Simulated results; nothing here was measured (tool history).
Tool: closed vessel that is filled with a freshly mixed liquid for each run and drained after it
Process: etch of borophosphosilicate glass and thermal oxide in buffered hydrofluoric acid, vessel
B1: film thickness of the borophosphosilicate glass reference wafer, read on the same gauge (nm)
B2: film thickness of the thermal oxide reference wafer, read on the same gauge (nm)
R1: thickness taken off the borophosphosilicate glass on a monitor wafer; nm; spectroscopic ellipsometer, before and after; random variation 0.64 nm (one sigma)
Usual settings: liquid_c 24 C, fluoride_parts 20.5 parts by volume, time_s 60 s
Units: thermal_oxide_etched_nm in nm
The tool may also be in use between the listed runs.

{"run": 1, "hour": 0.0, "liquid_c": 24, "fluoride_parts": 20.5, "time_s": 60, "B1": 30.01, "B2": 119.99, "R1": 74.58, "thermal_oxide_etched_nm": 35.78}
{"run": 2, "hour": 77.7, "liquid_c": 24, "fluoride_parts": 20.5, "time_s": 60, "B1": 29.99, "B2": 120.04, "R1": 74.67, "thermal_oxide_etched_nm": 35.77}
{"run": 3, "hour": 124.0, "liquid_c": 24, "fluoride_parts": 20.5, "time_s": 60, "B1": 30.02, "B2": 120.01, "R1": 74.1, "thermal_oxide_etched_nm": 36.42}
{"run": 4, "hour": 202.9, "liquid_c": 24, "fluoride_parts": 20.5, "time_s": 60, "B1": 30.01, "B2": 120.01, "R1": 75.81, "thermal_oxide_etched_nm": 36.6}
{"run": 5, "hour": 298.2, "liquid_c": 24, "fluoride_parts": 20.5, "time_s": 60, "B1": 30.01, "B2": 120.01, "R1": 76.62, "thermal_oxide_etched_nm": 37.1}
{"run": 6, "hour": 337.5, "liquid_c": 24, "fluoride_parts": 20.5, "time_s": 60, "B1": 29.95, "B2": 120, "R1": 76.99, "thermal_oxide_etched_nm": 37.09}
{"run": 7, "hour": 412.0, "liquid_c": 24, "fluoride_parts": 20.5, "time_s": 65, "B1": 30.01, "B2": 120.01, "R1": 84.34, "thermal_oxide_etched_nm": 40.78}
{"hour": 469.9, "done": "hydrofluoric acid flow meter replaced"}
{"run": 8, "hour": 492.3, "liquid_c": 24, "fluoride_parts": 20.5, "time_s": 65, "B1": 29.98, "B2": 119.99, "R1": 77.55, "thermal_oxide_etched_nm": 37.06}
{"run": 9, "hour": 557.2, "liquid_c": 24, "fluoride_parts": 20.5, "time_s": 50, "B1": 29.96, "B2": 120.01, "R1": 59.18, "thermal_oxide_etched_nm": 29.13}
{"hour": 572.1, "done": "gauge calibrated"}
{"run": 10, "hour": 664.2, "liquid_c": 21, "fluoride_parts": 20.5, "time_s": 60, "B1": 30.02, "B2": 120.01, "R1": 61.97, "thermal_oxide_etched_nm": 30.02}
{"run": 11, "hour": 748.3, "liquid_c": 26, "fluoride_parts": 26, "time_s": 60, "B1": 30, "B2": 119.98, "R1": 68.49, "thermal_oxide_etched_nm": 34.15}
{"run": 12, "hour": 834.3, "liquid_c": 24, "fluoride_parts": 20.5, "time_s": 35, "B1": 29.99, "B2": 119.98, "R1": 44.26, "thermal_oxide_etched_nm": 20.98}
{"run": 13, "hour": 876.5, "liquid_c": 27, "fluoride_parts": 13, "time_s": 40, "B1": 30.02, "B2": 119.96, "R1": 91.98, "thermal_oxide_etched_nm": 44.2}
{"run": 14, "hour": 981.8, "liquid_c": 24, "fluoride_parts": 14.5, "time_s": 40, "B1": 30.04, "B2": 120.03, "R1": 71.95, "thermal_oxide_etched_nm": 34.59}
{"hour": 990.5, "done": "thermometer replaced"}
{"run": 15, "hour": 1065.3, "liquid_c": 19, "fluoride_parts": 20.5, "time_s": 80, "B1": 30, "B2": 120, "R1": 78.65, "thermal_oxide_etched_nm": 37.68}
{"run": 16, "hour": 1129.5, "liquid_c": 24, "fluoride_parts": 20.5, "time_s": 60, "B1": 30.06, "B2": 120, "R1": 79.71, "thermal_oxide_etched_nm": 37.85}
{"hour": 1161.5, "done": "hydrofluoric acid flow meter replaced"}
{"run": 17, "hour": 1206.2, "liquid_c": 24, "fluoride_parts": 20.5, "time_s": 60, "B1": 30.02, "B2": 120, "R1": 72.48, "thermal_oxide_etched_nm": 34.54}
{"run": 18, "hour": 1306.2, "liquid_c": 27, "fluoride_parts": 13, "time_s": 40, "B1": 29.99, "B2": 119.97, "R1": 88.19, "thermal_oxide_etched_nm": 42.83}
{"run": 19, "hour": 1410.3, "liquid_c": 24, "fluoride_parts": 20.5, "time_s": 60, "B1": 29.95, "B2": 120.02, "R1": 74.19, "thermal_oxide_etched_nm": 35.78}
{"run": 20, "hour": 1505.8, "liquid_c": 22.5, "fluoride_parts": 18, "time_s": 60, "B1": 30.02, "B2": 119.99, "R1": 77.8, "thermal_oxide_etched_nm": 38.2}
{"run": 21, "hour": 1609.4, "liquid_c": 24, "fluoride_parts": 24, "time_s": 50, "B1": 30.05, "B2": 120, "R1": 56.53, "thermal_oxide_etched_nm": 27.15}

Forecast each of these 4 alternatives for the next run:
{"run": "A", "hour": 1610.1, "liquid_c": 24, "fluoride_parts": 20.5, "time_s": 60, "B1": "?", "B2": "?", "R1": "?", "thermal_oxide_etched_nm": "?"}
{"run": "B", "hour": 1610.1, "liquid_c": 24, "fluoride_parts": 28, "time_s": 40, "B1": "?", "B2": "?", "R1": "?", "thermal_oxide_etched_nm": "?"}
{"run": "C", "hour": 1610.1, "liquid_c": 26.5, "fluoride_parts": 20.5, "time_s": 85, "B1": "?", "B2": "?", "R1": "?", "thermal_oxide_etched_nm": "?"}
{"run": "D", "hour": 1610.1, "liquid_c": 24, "fluoride_parts": 13, "time_s": 85, "B1": "?", "B2": "?", "R1": "?", "thermal_oxide_etched_nm": "?"}

run=A B1=30.01 B2=119.99 R1=75.09 thermal_oxide_etched_nm=36.88
run=B B1=30.01 B2=119.99 R1=39.78 thermal_oxide_etched_nm=19.55
run=C B1=30.01 B2=119.99 R1=121.68 thermal_oxide_etched_nm=59.84
run=D B1=30.01 B2=119.99 R1=166.74 thermal_oxide_etched_nm=81.73
Without the tool's hidden state the same runs would have given:
run=A R1=70.38 thermal_oxide_etched_nm=34.57
run=B R1=37.83 thermal_oxide_etched_nm=18.6
run=C R1=114.06 thermal_oxide_etched_nm=56.1
run=D R1=155.19 thermal_oxide_etched_nm=76.1

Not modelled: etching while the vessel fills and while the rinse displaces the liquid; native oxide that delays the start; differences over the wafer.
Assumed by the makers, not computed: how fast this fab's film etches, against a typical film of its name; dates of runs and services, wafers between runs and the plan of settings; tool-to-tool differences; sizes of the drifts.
